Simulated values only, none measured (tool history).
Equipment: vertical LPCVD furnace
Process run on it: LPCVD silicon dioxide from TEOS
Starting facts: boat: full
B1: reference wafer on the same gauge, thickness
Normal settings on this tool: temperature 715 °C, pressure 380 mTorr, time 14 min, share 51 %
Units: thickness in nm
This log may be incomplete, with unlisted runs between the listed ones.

{"run": 1, "day": 0.0, "temperature": 715, "pressure": 380, "time": 14, "share": 51, "B1": 141.06, "thickness": 138.49}
{"run": 2, "day": 1.45, "temperature": 715, "pressure": 380, "time": 14, "share": 51, "B1": 140.95, "thickness": 138.59}
{"day": 1.567, "done": "gauge calibrated"}
{"day": 5.867, "done": "pressure gauge zeroed"}
{"run": 3, "day": 5.883, "temperature": 715, "pressure": 380, "time": 14, "share": 51, "B1": 140.96, "thickness": 138.95}
{"run": 4, "day": 6.588, "temperature": 715, "pressure": 325, "time": 14, "share": 51, "B1": 141.01, "thickness": 127.88}
{"run": 5, "day": 7.221, "temperature": 715, "pressure": 325, "time": 14, "share": 51, "B1": 141.04, "thickness": 128.09}
{"run": 6, "day": 8.017, "temperature": 715, "pressure": 325, "time": 14, "share": 51, "B1": 141.04, "thickness": 127.6}
{"run": 7, "day": 9.221, "temperature": 715, "pressure": 380, "time": 14, "share": 51, "B1": 141.04, "thickness": 138.12}
{"day": 11.396, "done": "gauge calibrated"}
{"day": 12.821, "done": "thermocouples replaced and temperature profile calibrated"}
{"day": 13.571, "done": "TEOS flow controller replaced"}
{"run": 8, "day": 13.592, "temperature": 715, "pressure": 325, "time": 14, "share": 51, "B1": 141.07, "thickness": 128.1}
{"run": 9, "day": 13.988, "temperature": 715, "pressure": 455, "time": 14, "share": 61, "B1": 140.94, "thickness": 166.16}
{"run": 10, "day": 14.862, "temperature": 722, "pressure": 380, "time": 14, "share": 51, "B1": 141.04, "thickness": 162.45}
{"run": 11, "day": 15.4, "temperature": 715, "pressure": 380, "time": 14, "share": 51, "B1": 141.08, "thickness": 137.96}
{"run": 12, "day": 15.962, "temperature": 715, "pressure": 380, "time": 18.5, "share": 51, "B1": 141.03, "thickness": 182.56}
{"run": 13, "day": 17.458, "temperature": 715, "pressure": 425, "time": 17.5, "share": 51, "B1": 141.06, "thickness": 183.29}
{"run": 14, "day": 18.9, "temperature": 715, "pressure": 380, "time": 17.5, "share": 51, "B1": 141.07, "thickness": 172.98}

Each row is a separate what-if for the run after 14, all from the same tool condition, not one after another. Results?
{"run": "A", "day": 19.108, "temperature": 715, "pressure": 380, "time": 14, "share": 51, "B1": "?", "thickness": "?"}
{"run": "B", "day": 19.108, "temperature": 706, "pressure": 380, "time": 19, "share": 51, "B1": "?", "thickness": "?"}
{"run": "C", "day": 19.108, "temperature": 708, "pressure": 380, "time": 14, "share": 55, "B1": "?", "thickness": "?"}
{"run": "D", "day": 19.108, "temperature": 725, "pressure": 340, "time": 14, "share": 51, "B1": "?", "thickness": "?"}

run=A B1=140.97 thickness=138.69
run=B B1=140.97 thickness=153.35
run=C B1=140.97 thickness=122.85
run=D B1=140.97 thickness=163.99
Take away the tool's hidden state, keep each run's random variation, and the runs would have read:
run=A thickness=138.69
run=B thickness=153.35
run=C thickness=122.85
run=D thickness=163.99
